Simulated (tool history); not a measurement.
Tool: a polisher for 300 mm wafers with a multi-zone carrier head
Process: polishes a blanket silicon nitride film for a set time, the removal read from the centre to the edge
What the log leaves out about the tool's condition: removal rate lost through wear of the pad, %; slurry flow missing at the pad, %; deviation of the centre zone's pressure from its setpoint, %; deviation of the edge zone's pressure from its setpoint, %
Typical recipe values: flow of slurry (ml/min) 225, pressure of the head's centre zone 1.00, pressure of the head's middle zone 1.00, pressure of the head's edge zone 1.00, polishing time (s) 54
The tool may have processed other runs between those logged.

run	hour	flow of slurry (ml/min)	pressure of the head's centre zone	pressure of the head's middle zone	pressure of the head's edge zone	polishing time (s)	wafers since the last listed run	wafers polished on this pad	hours since the slurry nozzle was cleaned	hours since the centre zone pressure was calibrated	hours since the edge zone pressure was calibrated	hours since the carrier head's membrane was replaced	incoming thickness of the incoming film, nm	film removed at the wafer's centre (nm)	film removed at mid-radius (nm)	film removed at the wafer's edge (nm)
1	0.0	225	1.00	1.00	1.00	54	0	445	768.5	416.4	1136.8	1193.2	653.3	114.0	104.5	106.5
2	30.6	225	1.00	1.00	1.00	54	246	691	799.1	447.0	1167.4	1223.8	647.8	113.2	105.2	108.4
# hour 44.3: worn pad replaced by a new one
3	55.7	225	1.00	1.00	1.00	54	169	91	824.2	472.1	1192.5	1248.9	634.5	115.4	105.4	107.7
4	85.0	225	1.00	1.00	1.00	54	235	327	853.5	501.4	1221.8	1278.2	635.0	115.8	105.3	106.6
5	118.6	225	1.00	1.00	1.00	54	270	597	887.1	535.0	1255.4	1311.8	641.2	115.1	104.9	109.9
# hour 144.8: worn pad replaced by a new one
6	150.1	225	1.00	1.00	1.00	54	221	42	918.6	566.5	1286.9	1343.3	652.6	117.9	104.4	108.3
7	171.2	225	1.00	1.00	1.00	54	169	212	939.7	587.6	1308.0	1364.4	639.1	118.4	104.7	108.8
8	194.0	225	1.00	1.00	1.00	54	183	395	962.5	610.4	1330.8	1387.2	634.9	116.5	105.1	111.3
# hour 223.3: slurry nozzle cleaned
9	237.2	225	1.00	1.00	1.00	54	339	735	13.9	653.6	1374.0	1430.4	639.3	119.0	105.2	110.1
# hour 263.5: worn pad replaced by a new one
10	267.7	225	1.00	1.00	1.00	54	213	33	44.4	684.1	1404.5	1460.9	654.2	121.2	104.4	108.6
# hour 286.9: carrier head's membrane replaced by a new one
# hour 287.0: edge zone pressure recalibrated
11	288.8	225	1.00	1.08	1.04	54	128	162	65.5	705.2	1.8	1.9	635.6	119.6	113.4	112.9
12	319.8	225	1.00	1.09	1.00	48	249	411	96.5	736.2	32.8	32.9	651.3	109.0	99.9	97.4
# hour 323.4: centre zone pressure recalibrated
13	344.0	295	1.08	1.11	0.91	54	178	589	120.7	20.6	57.0	57.1	644.1	118.4	116.9	104.6
# hour 361.8: worn pad replaced by a new one
14	362.3	225	1.08	1.00	1.09	54	114	4	139.0	38.9	75.3	75.4	641.8	113.9	103.8	112.2
15	379.5	225	1.00	1.00	1.00	54	138	142	156.2	56.1	92.5	92.6	645.6	107.8	104.3	109.6
16	399.4	225	0.91	1.00	1.00	71	159	302	176.1	76.0	112.4	112.5	641.3	128.1	138.2	143.6
17	423.6	225	1.00	1.09	1.00	48	194	497	200.3	100.2	136.6	136.7	632.6	96.9	100.2	96.8
18	450.1	260	1.05	0.93	1.00	54	213	710	226.8	126.7	163.1	163.2	640.3	116.0	100.3	110.7

Consider 5 possible next runs. They are alternatives, not a sequence: every one starts from the tool as it was left by run 18. What does each give?
A	450.5	190	1.00	1.00	1.00	54	3	713	227.2	127.1	163.5	163.6	642.0	?	?	?
B	450.5	225	0.90	1.12	1.10	54	3	713	227.2	127.1	163.5	163.6	642.0	?	?	?
C	450.5	190	0.88	1.00	1.00	41	3	713	227.2	127.1	163.5	163.6	642.0	?	?	?
D	450.5	225	1.00	1.06	1.00	54	3	713	227.2	127.1	163.5	163.6	642.0	?	?	?
E	450.5	225	1.00	1.00	1.05	54	3	713	227.2	127.1	163.5	163.6	642.0	?	?	?

run	film removed at the wafer's centre (nm)	film removed at mid-radius (nm)	film removed at the wafer's edge (nm)
A	106.5	103.0	107.3
B	97.6	115.3	113.6
C	71.1	78.3	81.5
D	108.5	110.0	108.4
E	108.4	104.7	111.2
What these runs would have given with no unlogged condition in the tool:
run	film removed at the wafer's centre (nm)	film removed at mid-radius (nm)	film removed at the wafer's edge (nm)
A	104.4	103.0	107.3
B	95.6	115.3	113.6
C	69.7	78.3	81.5
D	106.3	110.0	108.4
E	106.2	104.7	111.2

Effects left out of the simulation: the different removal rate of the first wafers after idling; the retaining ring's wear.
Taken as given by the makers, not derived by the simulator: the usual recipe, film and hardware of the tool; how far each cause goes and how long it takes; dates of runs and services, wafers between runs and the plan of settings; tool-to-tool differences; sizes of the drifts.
